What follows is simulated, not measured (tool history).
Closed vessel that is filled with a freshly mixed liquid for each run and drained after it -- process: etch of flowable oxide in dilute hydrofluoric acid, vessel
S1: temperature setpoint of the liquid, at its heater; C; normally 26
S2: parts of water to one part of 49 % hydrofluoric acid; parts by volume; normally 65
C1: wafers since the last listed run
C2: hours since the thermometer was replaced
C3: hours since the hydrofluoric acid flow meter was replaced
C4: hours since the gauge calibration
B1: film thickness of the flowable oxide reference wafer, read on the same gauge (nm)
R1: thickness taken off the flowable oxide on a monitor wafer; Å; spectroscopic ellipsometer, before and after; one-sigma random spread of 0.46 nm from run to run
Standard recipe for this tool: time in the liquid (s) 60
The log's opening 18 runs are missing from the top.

run 19 hour=1541.9 | S1=21.5 S2=65 time_in_the_liquid_(s)=60 | C1=6913 C2=60.2 C3=922.2 C4=689.6 | B1=79.97 | R1=581.6
run 20 hour=1597.5 | S1=27.5 S2=65 time_in_the_liquid_(s)=70 | C1=6439 C2=115.8 C3=977.8 C4=745.2 | B1=80.05 | R1=870.3
run 21 hour=1664.6 | S1=28 S2=40 time_in_the_liquid_(s)=60 | C1=7770 C2=182.9 C3=1044.9 C4=812.3 | B1=80 | R1=1261.4
run 22 hour=1763 | S1=31 S2=45 time_in_the_liquid_(s)=30 | C1=11395 C2=281.3 C3=1143.3 C4=910.7 | B1=80 | R1=619
run 23 hour=1822.4 | S1=26 S2=65 time_in_the_liquid_(s)=60 | C1=6879 C2=340.7 C3=1202.7 C4=970.1 | B1=79.99 | R1=690.5
run 24 hour=1884.4 | S1=28.5 S2=55 time_in_the_liquid_(s)=80 | C1=7180 C2=402.7 C3=1264.7 C4=1032.1 | B1=79.98 | R1=1213.5
run 25 hour=1982.7 | S1=28.5 S2=55 time_in_the_liquid_(s)=80 | C1=11384 C2=501 C3=1363 C4=1130.4 | B1=80 | R1=1207.7
run 26 hour=2057.4 | S1=31 S2=75 time_in_the_liquid_(s)=95 | C1=8651 C2=575.7 C3=1437.7 C4=1205.1 | B1=80.03 | R1=1118
run 27 hour=2154.4 | S1=26 S2=65 time_in_the_liquid_(s)=60 | C1=11233 C2=672.7 C3=1534.7 C4=1302.1 | B1=79.99 | R1=677.9
run 28 hour=2239.5 | S1=31 S2=65 time_in_the_liquid_(s)=60 | C1=9855 C2=757.8 C3=1619.8 C4=1387.2 | B1=79.98 | R1=816.9
run 29 hour=2291.9 | S1=26 S2=45 time_in_the_liquid_(s)=60 | C1=6068 C2=810.2 C3=1672.2 C4=1439.6 | B1=79.97 | R1=1003.5
run 30 hour=2396.6 | S1=22.5 S2=65 time_in_the_liquid_(s)=60 | C1=12125 C2=914.9 C3=1776.9 C4=1544.3 | B1=80.01 | R1=572.7
-- hour=2405.7 hydrofluoric acid flow meter replaced
run 31 hour=2444.4 | S1=26 S2=65 time_in_the_liquid_(s)=60 | C1=5419 C2=962.7 C3=38.7 C4=1592.1 | B1=79.99 | R1=715.7
run 32 hour=2539.9 | S1=23.5 S2=50 time_in_the_liquid_(s)=85 | C1=11059 C2=1058.2 C3=134.2 C4=1687.6 | B1=79.95 | R1=1220

5 options for the next run, each taken on its own from the tool as it stands now. Forecast them:
run A hour=2540.6 | S1=26 S2=65 time_in_the_liquid_(s)=60 | C1=81 C2=1058.9 C3=134.9 C4=1688.3 | B1=? | R1=?
run B hour=2540.6 | S1=23.5 S2=65 time_in_the_liquid_(s)=75 | C1=81 C2=1058.9 C3=134.9 C4=1688.3 | B1=? | R1=?
run C hour=2540.6 | S1=22 S2=50 time_in_the_liquid_(s)=85 | C1=81 C2=1058.9 C3=134.9 C4=1688.3 | B1=? | R1=?
run D hour=2540.6 | S1=22.5 S2=65 time_in_the_liquid_(s)=50 | C1=81 C2=1058.9 C3=134.9 C4=1688.3 | B1=? | R1=?
run E hour=2540.6 | S1=26 S2=90 time_in_the_liquid_(s)=75 | C1=81 C2=1058.9 C3=134.9 C4=1688.3 | B1=? | R1=?

run=A B1=79.99 R1=718.2
run=B B1=79.99 R1=811.2
run=C B1=79.99 R1=1144.5
run=D B1=79.99 R1=519
run=E B1=79.99 R1=627.2
What these runs would have given with no unlogged condition in the tool:
run=A R1=735.8
run=B R1=831.4
run=C R1=1173.5
run=D R1=532
run=E R1=642.5

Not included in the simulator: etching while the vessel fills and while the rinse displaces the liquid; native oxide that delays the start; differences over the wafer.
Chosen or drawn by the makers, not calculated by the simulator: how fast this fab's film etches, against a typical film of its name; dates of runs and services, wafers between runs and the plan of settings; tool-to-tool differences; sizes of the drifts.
